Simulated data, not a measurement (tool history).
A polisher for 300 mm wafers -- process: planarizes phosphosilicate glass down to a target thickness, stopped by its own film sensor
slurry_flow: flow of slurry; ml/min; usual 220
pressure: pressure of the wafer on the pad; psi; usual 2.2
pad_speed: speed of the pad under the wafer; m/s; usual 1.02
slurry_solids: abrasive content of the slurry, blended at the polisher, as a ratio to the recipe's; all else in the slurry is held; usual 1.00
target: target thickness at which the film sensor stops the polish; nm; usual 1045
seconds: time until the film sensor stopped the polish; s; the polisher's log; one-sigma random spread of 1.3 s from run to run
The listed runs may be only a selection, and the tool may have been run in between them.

| run | day | slurry_flow | pressure | pad_speed | slurry_solids | target | wafers since the last listed run | wafers polished on this pad | hours since the slurry nozzle was cleaned | hours since the head pressure was calibrated | hours since the slurry blender was calibrated | hours since the conditioning disc was replaced | incoming thickness of the incoming film, nm | seconds |
|---|---|---|---|---|---|---|---|---|---|---|---|---|---|---|
| 1 | 0.000 | 220 | 2.2 | 1.02 | 1.00 | 1045 | 0 | 375 | 202.6 | 111.0 | 29.3 | 256.0 | 1882.2 | 174.7 |
|  | 2.083 | conditioning disc replaced and pad reconditioned |
| 2 | 3.900 | 220 | 2.2 | 1.02 | 1.00 | 1045 | 808 | 1184 | 296.2 | 204.6 | 122.9 | 43.6 | 1826.2 | 169.0 |
| 3 | 7.858 | 220 | 2.2 | 1.02 | 1.00 | 1045 | 838 | 2023 | 391.2 | 299.6 | 217.9 | 138.6 | 1879.2 | 186.0 |
|  | 8.467 | slurry nozzle cleaned |
| 4 | 9.950 | 220 | 2.2 | 1.02 | 1.00 | 1045 | 434 | 2457 | 35.6 | 349.8 | 268.1 | 188.8 | 1893.2 | 190.9 |
|  | 10.254 | slurry blender recalibrated |
|  | 11.521 | worn pad replaced by a new one |
| 5 | 11.921 | 220 | 2.2 | 1.02 | 1.00 | 1045 | 364 | 84 | 82.9 | 397.1 | 40.0 | 236.1 | 1875.6 | 171.3 |
| 6 | 16.058 | 220 | 2.2 | 1.02 | 1.00 | 1045 | 876 | 961 | 182.2 | 496.4 | 139.3 | 335.4 | 1857.2 | 175.7 |
|  | 16.158 | conditioning disc replaced and pad reconditioned |
| 7 | 19.171 | 220 | 2.2 | 1.02 | 1.00 | 1045 | 641 | 1603 | 256.9 | 571.1 | 214.0 | 72.3 | 1897.5 | 188.0 |
| 8 | 21.833 | 220 | 2.2 | 1.02 | 1.10 | 1045 | 564 | 2167 | 320.8 | 635.0 | 277.9 | 136.2 | 1874.3 | 175.7 |
|  | 24.179 | worn pad replaced by a new one |
| 9 | 24.200 | 220 | 2.2 | 1.02 | 1.10 | 1045 | 466 | 4 | 377.6 | 691.8 | 334.7 | 193.0 | 1851.8 | 171.1 |
|  | 24.312 | slurry blender recalibrated |
|  | 25.254 | slurry nozzle cleaned |
|  | 29.608 | conditioning disc replaced and pad reconditioned |
|  | 30.800 | head pressure recalibrated |
| 10 | 36.796 | 155 | 2.2 | 1.30 | 0.85 | 1045 | 2607 | 2611 | 277.0 | 143.9 | 299.6 | 172.5 | 1863.3 | 174.2 |
|  | 36.971 | slurry blender recalibrated |
|  | 38.208 | worn pad replaced by a new one |
|  | 39.117 | slurry nozzle cleaned |
| 11 | 39.625 | 290 | 2.8 | 1.38 | 0.80 | 1045 | 537 | 291 | 12.2 | 211.8 | 63.7 | 240.4 | 1850.3 | 114.5 |
| 12 | 42.646 | 290 | 2.2 | 1.02 | 1.00 | 1045 | 640 | 931 | 84.7 | 284.3 | 136.2 | 312.9 | 1846.8 | 171.0 |
|  | 42.983 | conditioning disc replaced and pad reconditioned |
| 13 | 44.308 | 220 | 2.2 | 1.02 | 1.00 | 1045 | 334 | 1265 | 124.6 | 324.2 | 176.1 | 31.8 | 1857.7 | 176.4 |
| 14 | 47.525 | 220 | 2.2 | 1.28 | 1.00 | 1145 | 681 | 1947 | 201.8 | 401.4 | 253.3 | 109.0 | 1854.0 | 132.1 |
|  | 49.396 | slurry blender recalibrated |
| 15 | 50.283 | 265 | 1.9 | 1.02 | 1.00 | 1045 | 566 | 2514 | 268.0 | 467.6 | 21.3 | 175.2 | 1873.1 | 192.8 |
|  | 51.492 | worn pad replaced by a new one |
| 16 | 53.225 | 220 | 2.2 | 1.02 | 1.00 | 1045 | 588 | 367 | 338.6 | 538.2 | 91.9 | 245.8 | 1831.2 | 169.0 |
|  | 53.808 | slurry nozzle cleaned |
|  | 57.058 | conditioning disc replaced and pad reconditioned |
| 17 | 57.079 | 220 | 2.6 | 1.24 | 0.75 | 1233 | 790 | 1157 | 78.5 | 630.7 | 184.4 | 0.5 | 1835.3 | 113.8 |
| 18 | 60.246 | 220 | 2.9 | 1.02 | 1.00 | 1202 | 670 | 1828 | 154.5 | 706.7 | 260.4 | 76.5 | 1827.0 | 108.9 |
|  | 61.025 | slurry blender recalibrated |
| 19 | 62.154 | 265 | 1.5 | 0.72 | 0.70 | 1045 | 386 | 2215 | 200.3 | 752.5 | 27.1 | 122.3 | 1874.3 | 371.7 |

5 options for the next run, each taken on its own from the tool as it stands now. Forecast them:
| A | 62.175 | 220 | 2.2 | 1.02 | 1.00 | 1224 | 4 | 2219 | 200.8 | 753.0 | 27.6 | 122.8 | 1865.1 | ? |
| B | 62.175 | 220 | 2.8 | 1.24 | 1.10 | 900 | 4 | 2219 | 200.8 | 753.0 | 27.6 | 122.8 | 1865.1 | ? |
| C | 62.175 | 285 | 1.8 | 1.02 | 1.00 | 1130 | 4 | 2219 | 200.8 | 753.0 | 27.6 | 122.8 | 1865.1 | ? |
| D | 62.175 | 220 | 2.2 | 1.02 | 1.00 | 1240 | 4 | 2219 | 200.8 | 753.0 | 27.6 | 122.8 | 1865.1 | ? |
| E | 62.175 | 220 | 2.6 | 0.82 | 0.80 | 763 | 4 | 2219 | 200.8 | 753.0 | 27.6 | 122.8 | 1865.1 | ? |

| run | seconds |
|---|---|
| A | 132.2 |
| B | 130.2 |
| C | 177.7 |
| D | 128.9 |
| E | 255.1 |
Without the tool's unlogged condition, the same runs would have read:
| run | seconds |
|---|---|
| A | 128.0 |
| B | 126.3 |
| C | 172.1 |
| D | 124.8 |
| E | 246.2 |
